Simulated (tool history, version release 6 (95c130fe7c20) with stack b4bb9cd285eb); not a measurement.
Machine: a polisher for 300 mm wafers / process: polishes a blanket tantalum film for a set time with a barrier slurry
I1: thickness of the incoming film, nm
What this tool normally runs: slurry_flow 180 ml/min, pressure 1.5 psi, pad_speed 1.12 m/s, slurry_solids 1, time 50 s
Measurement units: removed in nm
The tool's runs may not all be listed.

run 1 hour=0 | slurry_flow=180 pressure=1.5 pad_speed=1.12 slurry_solids=1 time=50 | I1=287.5 | removed=58.4
run 2 hour=39.3 | slurry_flow=180 pressure=1.5 pad_speed=1.12 slurry_solids=1 time=50 | I1=289.2 | removed=59.1
run 3 hour=68.8 | slurry_flow=180 pressure=1.5 pad_speed=1.12 slurry_solids=1.1 time=59 | I1=290.9 | removed=70.6
run 4 hour=98.5 | slurry_flow=180 pressure=1.5 pad_speed=1.12 slurry_solids=1.1 time=59 | I1=291.7 | removed=69.2
run 5 hour=133.1 | slurry_flow=180 pressure=1.5 pad_speed=1.12 slurry_solids=1.1 time=59 | I1=291 | removed=70.5
run 6 hour=197.9 | slurry_flow=160 pressure=1.7 pad_speed=1.12 slurry_solids=1 time=50 | I1=291.7 | removed=62.8
-- hour=247.9 slurry nozzle cleaned
run 7 hour=268 | slurry_flow=180 pressure=1.1 pad_speed=1.12 slurry_solids=1.15 time=50 | I1=291.1 | removed=43
run 8 hour=302.4 | slurry_flow=180 pressure=1.5 pad_speed=1.12 slurry_solids=1 time=50 | I1=288.2 | removed=56.7
run 9 hour=334.9 | slurry_flow=210 pressure=1.1 pad_speed=1.12 slurry_solids=1 time=45 | I1=289.9 | removed=38
-- hour=364.3 worn pad replaced by a new one
-- hour=383.2 slurry blender recalibrated
run 10 hour=403.9 | slurry_flow=180 pressure=1.5 pad_speed=1.38 slurry_solids=1.25 time=50 | I1=290.3 | removed=72.1
run 11 hour=431.5 | slurry_flow=180 pressure=1.5 pad_speed=1.12 slurry_solids=1 time=50 | I1=288.5 | removed=58
run 12 hour=489.8 | slurry_flow=180 pressure=1.3 pad_speed=1.42 slurry_solids=0.85 time=41 | I1=291.2 | removed=47.4
run 13 hour=555.3 | slurry_flow=180 pressure=1.1 pad_speed=1.5 slurry_solids=0.8 time=63 | I1=295.1 | removed=62.2
run 14 hour=581.1 | slurry_flow=160 pressure=1.7 pad_speed=1.12 slurry_solids=1 time=50 | I1=289.6 | removed=63.1
run 15 hour=648.6 | slurry_flow=180 pressure=1.9 pad_speed=1.12 slurry_solids=1.15 time=50 | I1=289.4 | removed=73.9
-- hour=654.5 slurry nozzle cleaned
run 16 hour=680.8 | slurry_flow=120 pressure=1.5 pad_speed=1.12 slurry_solids=1 time=50 | I1=286.1 | removed=52.9
run 17 hour=741.1 | slurry_flow=180 pressure=1.5 pad_speed=1.12 slurry_solids=1 time=50 | I1=289.3 | removed=56.1
-- hour=758 slurry blender recalibrated
run 18 hour=794.8 | slurry_flow=180 pressure=1.5 pad_speed=1.12 slurry_solids=1.1 time=59 | I1=285.5 | removed=66.9
run 19 hour=837.8 | slurry_flow=180 pressure=1.1 pad_speed=0.82 slurry_solids=1 time=50 | I1=293.8 | removed=32
-- hour=844 worn pad replaced by a new one
-- hour=867.4 head pressure recalibrated
run 20 hour=886.3 | slurry_flow=180 pressure=1.5 pad_speed=1.12 slurry_solids=1 time=50 | I1=289 | removed=58.6
run 21 hour=928.4 | slurry_flow=180 pressure=1.8 pad_speed=1 slurry_solids=1.1 time=62 | I1=292.1 | removed=79.7
run 22 hour=996.8 | slurry_flow=205 pressure=1.2 pad_speed=1.12 slurry_solids=1 time=50 | I1=286.5 | removed=46.9
-- hour=1040.6 slurry nozzle cleaned
run 23 hour=1064.5 | slurry_flow=180 pressure=1.5 pad_speed=1.12 slurry_solids=1 time=50 | I1=292.4 | removed=57
run 24 hour=1134.7 | slurry_flow=180 pressure=1.3 pad_speed=1.12 slurry_solids=1.25 time=50 | I1=293 | removed=52.3
-- hour=1150.2 slurry blender recalibrated
run 25 hour=1203.1 | slurry_flow=235 pressure=1.5 pad_speed=1.42 slurry_solids=1 time=50 | I1=288.6 | removed=69.9
-- hour=1238 worn pad replaced by a new one
run 26 hour=1238.5 | slurry_flow=180 pressure=1.5 pad_speed=1.12 slurry_solids=1 time=50 | I1=288.3 | removed=58.5
run 27 hour=1262.1 | slurry_flow=180 pressure=1.3 pad_speed=0.8 slurry_solids=1 time=45 | I1=291.9 | removed=35.2
run 28 hour=1305.6 | slurry_flow=180 pressure=1.5 pad_speed=1.12 slurry_solids=1 time=50 | I1=286.9 | removed=57.4
run 29 hour=1360.1 | slurry_flow=195 pressure=1.8 pad_speed=0.9 slurry_solids=0.85 time=50 | I1=291.9 | removed=56.6
run 30 hour=1388.4 | slurry_flow=180 pressure=1.5 pad_speed=1.34 slurry_solids=0.85 time=50 | I1=288 | removed=62.8

Here are 4 independent what-if runs from the current tool condition. What would each one return?
run A hour=1388.8 | slurry_flow=180 pressure=1.2 pad_speed=1.12 slurry_solids=1 time=50 | I1=285.1 | removed=?
run B hour=1388.8 | slurry_flow=210 pressure=1.5 pad_speed=1.42 slurry_solids=1 time=50 | I1=285.1 | removed=?
run C hour=1388.8 | slurry_flow=180 pressure=1.9 pad_speed=1.12 slurry_solids=1 time=50 | I1=285.1 | removed=?
run D hour=1388.8 | slurry_flow=235 pressure=1.8 pad_speed=0.9 slurry_solids=1 time=60 | I1=285.1 | removed=?

run=A removed=46.2
run=B removed=70.9
run=C removed=73.2
run=D removed=73.1
Without the tool's hidden state the same runs would have given:
run=A removed=46.9
run=B removed=72
run=C removed=74.3
run=D removed=74.2

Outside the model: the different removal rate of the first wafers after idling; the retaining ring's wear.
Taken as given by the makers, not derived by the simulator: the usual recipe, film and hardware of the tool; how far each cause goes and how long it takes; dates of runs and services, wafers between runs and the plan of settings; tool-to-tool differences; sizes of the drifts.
